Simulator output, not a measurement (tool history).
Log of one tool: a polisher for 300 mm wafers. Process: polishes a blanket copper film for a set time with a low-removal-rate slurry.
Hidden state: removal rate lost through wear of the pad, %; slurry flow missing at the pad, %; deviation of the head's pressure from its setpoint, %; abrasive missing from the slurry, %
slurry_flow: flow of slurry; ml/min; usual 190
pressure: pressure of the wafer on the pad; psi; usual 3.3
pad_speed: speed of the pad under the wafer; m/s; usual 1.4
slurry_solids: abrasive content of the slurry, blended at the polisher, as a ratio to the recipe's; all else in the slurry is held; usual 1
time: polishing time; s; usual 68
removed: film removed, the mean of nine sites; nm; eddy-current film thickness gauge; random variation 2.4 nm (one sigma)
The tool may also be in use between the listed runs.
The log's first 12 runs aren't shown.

run	hour	slurry_flow	pressure	pad_speed	slurry_solids	time	wafers since the last listed run	wafers polished on this pad	hours since the slurry nozzle was cleaned	hours since the head pressure was calibrated	hours since the slurry blender was calibrated	incoming thickness of the incoming film, nm	removed
13	143.8	190	3.3	1.4	1	68	108	378	52.8	21	77.2	1296.4	248.4
14	158.4	190	4.3	1.4	1.1	68	103	481	67.4	35.6	91.8	1310.5	311.3
15	174.6	135	3.3	1.14	1	45	114	596	83.6	51.8	108	1295.6	123.8
# hour 196.9: worn pad replaced by a new one
16	211.3	190	3.3	1.72	1	68	231	101	120.3	88.5	144.7	1323.1	309.2
17	218.3	145	3.3	1.4	0.75	68	49	151	127.3	95.5	151.7	1301.4	233.1
18	226.9	190	3.3	1.16	1	68	60	212	135.9	104.1	160.3	1285.3	215.8
19	239.1	190	3.3	1.26	1	85	86	298	148.1	116.3	172.5	1295.8	287.4
20	252.4	190	2.4	1.4	1	68	94	392	161.4	129.6	185.8	1319.6	192.4
21	267.3	155	2.7	1.52	1	47	105	498	176.3	144.5	200.7	1306.5	152.9
# hour 276.2: slurry blender recalibrated
# hour 279.8: slurry nozzle cleaned
# hour 285.7: worn pad replaced by a new one
22	286.2	190	3.3	1.4	1	68	84	3	6.4	163.4	10	1309.2	256
23	293.2	190	3.3	1.4	0.8	68	49	53	13.4	170.4	17	1328.4	240.2
24	308.5	190	3.3	1.4	1	68	108	161	28.7	185.7	32.3	1307.4	256.8
25	316.9	190	2.6	1.4	1.25	91	59	221	37.1	194.1	40.7	1299.5	295.7
26	327.7	190	3.3	1.4	1	68	76	297	47.9	204.9	51.5	1307.7	251.8
27	344.5	190	3.7	1.4	1	68	118	416	64.7	221.7	68.3	1316.2	270.5
28	355.5	190	2.7	1.04	1	74	77	494	75.7	232.7	79.3	1289.4	166.6
# hour 386.2: worn pad replaced by a new one
29	386.7	190	3.3	1.4	1	68	192	3	106.9	263.9	110.5	1293.7	257.1
30	395	150	4.1	1.4	1	68	58	62	115.2	272.2	118.8	1321.8	301.7

Forecast each of these 4 alternatives for the next run:
A	395.4	190	3.3	1.4	1	68	2	65	115.6	272.6	119.2	1310.2	?
B	395.4	135	3.3	1.72	1	68	2	65	115.6	272.6	119.2	1310.2	?
C	395.4	175	3.3	1.4	0.9	68	2	65	115.6	272.6	119.2	1310.2	?
D	395.4	190	3.3	1.4	1	56	2	65	115.6	272.6	119.2	1310.2	?

run	removed
A	254.4
B	298.8
C	245.1
D	209.5
Without the tool's hidden state the same runs would have given:
run	removed
A	257.6
B	302.5
C	248.2
D	212.2
